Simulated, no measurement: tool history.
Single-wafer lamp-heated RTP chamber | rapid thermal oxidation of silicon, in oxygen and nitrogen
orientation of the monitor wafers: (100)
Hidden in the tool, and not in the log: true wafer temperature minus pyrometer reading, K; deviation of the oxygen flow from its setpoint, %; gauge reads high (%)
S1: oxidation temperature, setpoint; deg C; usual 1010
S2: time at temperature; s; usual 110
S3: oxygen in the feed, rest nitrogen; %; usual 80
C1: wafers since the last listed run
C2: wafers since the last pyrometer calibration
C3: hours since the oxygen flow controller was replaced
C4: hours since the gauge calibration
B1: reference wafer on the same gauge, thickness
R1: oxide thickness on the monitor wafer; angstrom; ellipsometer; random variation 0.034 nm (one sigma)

run	hour	S1	S2	S3	C1	C2	C3	C4	B1	R1
1	0	1029	138	80	0	388	6099.6	62.9	7.483	105.81
2	107.3	1029	138	80	654	1042	6206.9	170.2	7.488	105.68
3	213.5	1010	110	97	647	1689	6313.1	276.4	7.487	89.76
4	315.4	1018	110	80	621	2310	6415	378.3	7.489	88.97
5	412.6	1018	110	80	592	2903	6512.2	475.5	7.488	89.1
6	493.7	1010	110	80	494	3397	6593.3	556.6	7.488	84.62
7	587.5	1010	110	80	571	3969	6687.1	650.4	7.494	84.75
8	692.1	1010	110	80	637	4607	6791.7	755	7.49	84.15
# hour 793: pyrometer window cleaned and pyrometer calibrated
9	798.2	1010	110	80	598	31	6897.8	861.1	7.498	81.69
10	835.1	1010	110	80	224	256	6934.7	898	7.491	81.77
11	925.4	1010	110	80	550	807	7025	988.3	7.487	83.12
12	988.1	1010	110	80	382	1189	7087.7	1051	7.487	83.07
13	1087.5	1010	110	80	605	1795	7187.1	1150.4	7.494	82.8
# hour 1098.3: oxygen flow controller replaced
14	1324.1	1010	110	80	1393	3189	225.8	1387	7.481	83.65
15	1560.2	1010	75	80	1439	4628	461.9	1623.1	7.496	70.56
# hour 1604.7: pyrometer window cleaned and pyrometer calibrated
16	1654	1010	110	80	523	300	555.7	1716.9	7.489	82.42
17	1709.6	986	110	80	338	639	611.3	1772.5	7.493	69.36
18	1850.6	1010	82	80	859	1498	752.3	1913.5	7.49	72.94
19	1900.9	984	110	80	306	1805	802.6	1963.8	7.483	69.56
20	1940.7	982	95	98	242	2048	842.4	2003.6	7.5	68.94
21	2021.2	993	156	65	490	2538	922.9	2084.1	7.486	80.87
22	2126.6	1010	110	80	642	3181	1028.3	2189.5	7.489	84.03
23	2232.6	1010	110	98	646	3827	1134.3	2295.5	7.49	90.88
24	2287.1	1010	110	80	332	4159	1188.8	2350	7.497	84.77
25	2332.1	996	110	97	274	4434	1233.8	2395	7.494	81.22
26	2377.7	1033	77	80	277	4712	1279.4	2440.6	7.498	85.08
# hour 2395.1: pyrometer window cleaned and pyrometer calibrated
27	2480.8	1010	110	80	579	522	1382.5	2543.7	7.484	82.38
28	2548.7	982	67	98	413	936	1450.4	2611.6	7.491	57.67
29	2652.8	990	110	98	634	1570	1554.5	2715.7	7.485	77.28
# hour 2675.2: gauge calibrated
30	2698.6	1010	110	80	279	1849	1600.3	23.4	7.489	83.44
31	2764.6	1038	110	80	402	2252	1666.3	89.4	7.488	102.51
32	2846	1010	110	80	496	2748	1747.7	170.8	7.492	84.09
33	2910.2	1038	81	98	391	3139	1811.9	235	7.488	95.74
34	2997.8	1018	110	98	534	3673	1899.5	322.6	7.478	96.35
35	3061.9	1026	110	80	390	4064	1963.6	386.7	7.492	94.36
36	3104.3	1010	110	55	258	4323	2006	429.1	7.497	73.89
# hour 3138.1: pyrometer window cleaned and pyrometer calibrated
37	3419.5	1010	56	98	1872	1715	2321.2	744.3	7.492	67.14
38	3484.2	1033	146	80	394	2110	2385.9	809	7.495	112.94

Hidden state at the last listed run before each entry between runs and at the first one after, where it differs:
Between runs 8 and 9: pyrometer window cleaned and pyrometer calibrated (hour 793)
  true wafer temperature minus pyrometer reading, K: 4.64 -> 0.115
  measured less the result without the state, R1: +2.8 -> +0.07 angstrom
Between runs 13 and 14: oxygen flow controller replaced (hour 1098.3)
  true wafer temperature minus pyrometer reading, K: 2.83 -> 3.65
  measured less the result without the state, R1: +1.7 -> +2.2 angstrom
Between runs 15 and 16: pyrometer window cleaned and pyrometer calibrated (hour 1604.7)
  true wafer temperature minus pyrometer reading, K: 3.99 -> 1.2
  measured less the result without the state, R1: +2 -> +0.72 angstrom
Between runs 26 and 27: pyrometer window cleaned and pyrometer calibrated (hour 2395.1)
  true wafer temperature minus pyrometer reading, K: 4.46 -> 1.25
  measured less the result without the state, R1: +2.62 -> +0.74 angstrom
Between runs 29 and 30: gauge calibrated (hour 2675.2)
  true wafer temperature minus pyrometer reading, K: 2.69 -> 2.94
  measured less the result without the state, R1: +1.55 -> +1.77 angstrom
Between runs 36 and 37: pyrometer window cleaned and pyrometer calibrated (hour 3138.1)
  true wafer temperature minus pyrometer reading, K: 3.99 -> 3.42
  measured less the result without the state, R1: +2.1 -> +1.64 angstrom
